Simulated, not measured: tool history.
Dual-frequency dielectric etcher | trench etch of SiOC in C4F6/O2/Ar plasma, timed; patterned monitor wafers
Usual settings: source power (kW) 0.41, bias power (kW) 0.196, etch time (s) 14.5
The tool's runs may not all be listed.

| run | hour | source power (kW) | bias power (kW) | etch time (s) | read-back reference wafer on the same gauge, depth_nm | mean etch depth across the wafer (nm) |
|---|---|---|---|---|---|---|
| 1 | 0 | 0.44 | 0.196 | 14.5 | 33.82 | 31.33 |
| 2 | 11.3 | 0.44 | 0.196 | 14.5 | 33.84 | 31.18 |
| 3 | 22.5 | 0.44 | 0.196 | 14.5 | 33.81 | 30.91 |
| 4 | 30.4 | 0.41 | 0.196 | 14.5 | 33.78 | 30.52 |
| 5 | 36.9 | 0.41 | 0.196 | 16.5 | 33.84 | 33.93 |
| 6 | 45.3 | 0.41 | 0.196 | 16.5 | 33.81 | 33.95 |
| 7 | 61.3 | 0.41 | 0.196 | 14.5 | 33.82 | 30.28 |
| 8 | 70.7 | 0.41 | 0.196 | 14.5 | 33.81 | 30.23 |
| 9 | 78.9 | 0.41 | 0.196 | 14.5 | 33.8 | 30.13 |
| 10 | 92.5 | 0.41 | 0.196 | 14.5 | 33.76 | 29.93 |
| 11 | 106.4 | 0.41 | 0.196 | 14.5 | 33.84 | 30.08 |
| 12 | 118.7 | 0.41 | 0.196 | 14.5 | 33.81 | 29.98 |
|  | 127.9 | gauge calibrated |
| 13 | 133 | 0.41 | 0.196 | 14.5 | 33.81 | 29.86 |
| 14 | 141.7 | 0.41 | 0.196 | 14.5 | 33.78 | 30.13 |
| 15 | 153.2 | 0.41 | 0.196 | 14.5 | 33.84 | 29.94 |
| 16 | 170.9 | 0.33 | 0.228 | 11 | 33.79 | 22.44 |
| 17 | 183.7 | 0.41 | 0.157 | 19 | 33.78 | 36.13 |
| 18 | 190.1 | 0.41 | 0.196 | 14.5 | 33.82 | 30.18 |
|  | 217.7 | bias power generator calibrated |
|  | 221.8 | upper electrode replaced |
|  | 232.6 | source power generator calibrated |
|  | 240.8 | wet clean of the chamber |
| 19 | 241.3 | 0.41 | 0.196 | 14.5 | 33.8 | 31.2 |
| 20 | 241.7 | 0.44 | 0.171 | 12 | 33.74 | 24.78 |
| 21 | 242 | 0.46 | 0.167 | 12 | 33.78 | 25.31 |
| 22 | 258.3 | 0.41 | 0.196 | 11 | 33.8 | 23.79 |
| 23 | 271.2 | 0.36 | 0.155 | 16.5 | 33.83 | 31.02 |
| 24 | 287.7 | 0.41 | 0.168 | 12.5 | 33.77 | 25.11 |
| 25 | 304.1 | 0.41 | 0.196 | 13 | 33.8 | 27.66 |
| 26 | 315.4 | 0.32 | 0.223 | 10.5 | 33.79 | 21.71 |
| 27 | 331.7 | 0.41 | 0.196 | 12 | 33.81 | 25.75 |
| 28 | 342.9 | 0.41 | 0.196 | 12 | 33.87 | 25.55 |

Forecast each of these 3 alternatives for the next run:
| A | 343.3 | 0.41 | 0.196 | 14.5 | ? | ? |
| B | 343.3 | 0.46 | 0.196 | 19 | ? | ? |
| C | 343.3 | 0.41 | 0.23 | 10.5 | ? | ? |

| run | read-back reference wafer on the same gauge, depth_nm | mean etch depth across the wafer (nm) |
|---|---|---|
| A | 33.74 | 30.65 |
| B | 33.74 | 41.58 |
| C | 33.74 | 23.61 |
Without the tool's hidden state the same runs would have given:
| run | mean etch depth across the wafer (nm) |
|---|---|
| A | 30.93 |
| B | 41.96 |
| C | 23.82 |
